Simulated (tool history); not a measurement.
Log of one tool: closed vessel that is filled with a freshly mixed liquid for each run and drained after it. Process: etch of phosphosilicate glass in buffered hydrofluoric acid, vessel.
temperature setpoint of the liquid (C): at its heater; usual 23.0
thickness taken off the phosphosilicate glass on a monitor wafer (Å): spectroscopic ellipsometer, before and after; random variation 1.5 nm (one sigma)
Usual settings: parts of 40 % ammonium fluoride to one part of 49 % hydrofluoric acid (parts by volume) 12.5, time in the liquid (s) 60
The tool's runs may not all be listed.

run	day	temperature setpoint of the liquid (C)	parts of 40 % ammonium fluoride to one part of 49 % hydrofluoric acid (parts by volume)	time in the liquid (s)	wafers since the last listed run	hours since the thermometer was replaced	hours since the hydrofluoric acid flow meter was replaced	hours since the gauge calibration	read-back film thickness of the phosphosilicate glass reference wafer, read on the same gauge (nm)	thickness taken off the phosphosilicate glass on a monitor wafer (Å)
1	0.000	23.0	12.5	60	0	157.3	399.8	520.2	29.95	3752.3
2	1.808	23.0	12.5	60	3338	200.7	443.2	563.6	29.99	3740.8
3	5.529	23.0	12.5	60	6869	290.0	532.5	652.9	30.03	3737.6
# day 6.446: hydrofluoric acid flow meter replaced
4	8.862	23.0	12.5	60	6077	370.0	58.0	732.9	29.97	3711.9
5	12.892	23.0	15.0	60	7438	466.7	154.7	829.6	29.98	3079.4
6	16.383	23.0	15.0	60	6446	550.5	238.5	913.4	29.97	3082.2
# day 18.483: thermometer replaced
7	19.550	23.0	15.0	60	5769	25.6	314.5	989.4	29.99	3010.4
8	21.100	23.0	12.5	60	2861	62.8	351.7	1026.6	30.02	3620.9
9	24.046	23.0	12.5	60	5438	133.5	422.4	1097.3	29.99	3592.5
# day 27.612: hydrofluoric acid flow meter replaced
10	31.062	23.0	12.5	60	12877	301.9	82.8	1265.7	30.03	3573.7
# day 32.279: thermometer replaced, repeated, since the last time left the tool worse
11	33.825	23.0	12.5	60	5023	37.1	149.1	1332.0	30.01	3753.1
12	36.608	23.0	12.5	60	5138	103.9	215.9	1398.8	29.98	3755.0
13	39.300	19.5	16.5	85	4969	168.5	280.5	1463.4	29.99	3316.4
14	42.771	21.5	17.5	70	6407	251.8	363.8	1546.7	29.99	2871.2
15	45.788	27.0	12.5	50	5569	324.2	436.2	1619.1	29.98	3856.5
# day 48.900: hydrofluoric acid flow meter replaced
16	48.921	25.0	12.5	60	5707	399.4	0.5	1694.3	30.03	4142.4
17	52.154	24.5	14.0	90	5969	477.0	78.1	1771.9	30.04	5375.0
# day 54.217: thermometer replaced
18	54.704	23.0	12.5	60	4630	11.7	139.3	1833.1	29.99	3763.4
19	56.325	23.0	12.5	60	2992	50.6	178.2	1872.0	30.01	3756.7
20	58.554	23.0	12.5	60	4115	104.1	231.7	1925.5	29.95	3755.6
21	61.400	23.0	15.5	60	5253	172.4	300.0	1993.8	30.01	3012.0
# day 62.588: gauge calibrated
22	65.167	23.0	12.5	70	6953	262.8	390.4	61.9	30.00	4386.1
23	67.896	23.0	12.5	35	5038	328.3	455.9	127.4	29.96	2157.4
# day 70.738: hydrofluoric acid flow meter replaced
24	71.612	18.0	12.5	75	6784	417.5	21.0	216.6	29.99	3511.2
# day 77.617: thermometer replaced
25	81.550	27.0	14.5	50	18269	94.4	259.5	455.1	29.98	3363.7

The same runs without the tool's hidden state, with the same run-to-run variation:
The hidden state here: liquid colder than its thermometer reads (K); hydrofluoric acid flow below the setpoint (%); gauge reads high (%).
run	thickness taken off the phosphosilicate glass on a monitor wafer (Å)
1	3777.1
2	3771.8
3	3783.1
4	3769.4
5	3139.3
6	3154.3
7	3144.4
8	3788.1
9	3768.8
10	3776.2
11	3759.3
12	3771.6
13	3340.8
14	2901.7
15	3908.5
16	4210.4
17	5481.5
18	3765.5
19	3765.0
20	3772.2
21	3033.6
22	4434.6
23	2187.3
24	3573.7
25	3379.9

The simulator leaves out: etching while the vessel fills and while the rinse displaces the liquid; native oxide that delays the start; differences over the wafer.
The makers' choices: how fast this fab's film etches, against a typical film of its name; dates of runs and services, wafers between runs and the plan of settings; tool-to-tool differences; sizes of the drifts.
